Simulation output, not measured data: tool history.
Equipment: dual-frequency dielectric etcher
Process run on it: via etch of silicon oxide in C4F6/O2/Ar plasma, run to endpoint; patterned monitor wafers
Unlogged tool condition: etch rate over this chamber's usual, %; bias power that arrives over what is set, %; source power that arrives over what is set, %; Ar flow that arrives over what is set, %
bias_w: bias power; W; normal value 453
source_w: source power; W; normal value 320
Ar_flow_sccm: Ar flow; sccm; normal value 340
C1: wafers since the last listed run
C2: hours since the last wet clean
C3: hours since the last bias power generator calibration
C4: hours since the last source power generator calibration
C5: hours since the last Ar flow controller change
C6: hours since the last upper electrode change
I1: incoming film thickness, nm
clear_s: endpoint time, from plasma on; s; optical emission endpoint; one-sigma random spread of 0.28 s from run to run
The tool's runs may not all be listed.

Run 1, hour 0.0: usual settings; C1 0; C2 151.0; C3 2767.4; C4 4342.9; C5 3828.1; C6 4399.8; I1 170.3. Result: clear_s 38.8 s.
Run 2, hour 71.9: usual settings but Ar_flow_sccm 310 sccm; C1 871; C2 222.9; C3 2839.3; C4 4414.8; C5 3900.0; C6 4471.7; I1 169.4. Result: clear_s 37.8 s.
Run 3, hour 124.2: usual settings but Ar_flow_sccm 310 sccm; C1 634; C2 275.2; C3 2891.6; C4 4467.1; C5 3952.3; C6 4524.0; I1 168.9. Result: clear_s 37.5 s.
Run 4, hour 282.5: usual settings but bias_w 390 W, source_w 300 W; C1 1919; C2 433.5; C3 3049.9; C4 4625.4; C5 4110.6; C6 4682.3; I1 171.9. Result: clear_s 41.1 s.
Run 5, hour 344.3: usual settings but bias_w 390 W, source_w 300 W; C1 749; C2 495.3; C3 3111.7; C4 4687.2; C5 4172.4; C6 4744.1; I1 169.7. Result: clear_s 40.4 s.
At hour 413.3: upper electrode replaced, of another model than before.
Run 6, hour 413.8: usual settings but Ar_flow_sccm 391 sccm; C1 551; C2 564.8; C3 3181.2; C4 4756.7; C5 4241.9; C6 0.5; I1 169.4. Result: clear_s 37.8 s.
At hour 437.1: Ar flow controller replaced.
Run 7, hour 438.5: usual settings but source_w 290 W; C1 226; C2 589.5; C3 3205.9; C4 4781.4; C5 1.4; C6 25.2; I1 167.6. Result: clear_s 39.5 s.
Run 8, hour 494.7: usual settings; C1 681; C2 645.7; C3 3262.1; C4 4837.6; C5 57.6; C6 81.4; I1 170.7. Result: clear_s 36.6 s.
At hour 501.6: bias power generator calibrated.
At hour 523.2: wet clean of the chamber.
Run 9, hour 536.3: usual settings; C1 193; C2 13.1; C3 34.7; C4 4879.2; C5 99.2; C6 123.0; I1 167.1. Result: clear_s 38.6 s.
Run 10, hour 596.2: usual settings but Ar_flow_sccm 277 sccm; C1 726; C2 73.0; C3 94.6; C4 4939.1; C5 159.1; C6 182.9; I1 169.2. Result: clear_s 38.1 s.
Run 11, hour 661.6: usual settings but source_w 400 W; C1 793; C2 138.4; C3 160.0; C4 5004.5; C5 224.5; C6 248.3; I1 169.5. Result: clear_s 33.9 s.
At hour 678.1: source power generator calibrated.
Run 12, hour 695.2: usual settings; C1 358; C2 172.0; C3 193.6; C4 17.1; C5 258.1; C6 281.9; I1 171.8. Result: clear_s 39.6 s.
Run 13, hour 761.8: usual settings; C1 807; C2 238.6; C3 260.2; C4 83.7; C5 324.7; C6 348.5; I1 168.5. Result: clear_s 38.2 s.
Run 14, hour 802.3: usual settings; C1 491; C2 279.1; C3 300.7; C4 124.2; C5 365.2; C6 389.0; I1 170.4. Result: clear_s 38.9 s.
Run 15, hour 845.6: usual settings but Ar_flow_sccm 415 sccm; C1 525; C2 322.4; C3 344.0; C4 167.5; C5 408.5; C6 432.3; I1 169.5. Result: clear_s 39.5 s.
Run 16, hour 885.8: usual settings but bias_w 493 W, source_w 300 W, Ar_flow_sccm 385 sccm; C1 487; C2 362.6; C3 384.2; C4 207.7; C5 448.7; C6 472.5; I1 170.1. Result: clear_s 39.2 s.
Run 17, hour 952.3: usual settings but bias_w 550 W, source_w 290 W; C1 806; C2 429.1; C3 450.7; C4 274.2; C5 515.2; C6 539.0; I1 170.1. Result: clear_s 37.6 s.
Run 18, hour 990.0: usual settings but bias_w 497 W, source_w 290 W, Ar_flow_sccm 421 sccm; C1 457; C2 466.8; C3 488.4; C4 311.9; C5 552.9; C6 576.7; I1 169.7. Result: clear_s 39.5 s.

Run by run, hidden condition taken away, random variation retained:
run  clear_s
  1     39.4
  2     38.6
  3     38.5
  4     42.8
  5     42.2
  6     39.8
  7     41.5
  8     38.7
  9     38.4
 10     38.1
 11     34.1
 12     39.9
 13     38.8
 14     39.6
 15     40.4
 16     40.2
 17     38.8
 18     40.8
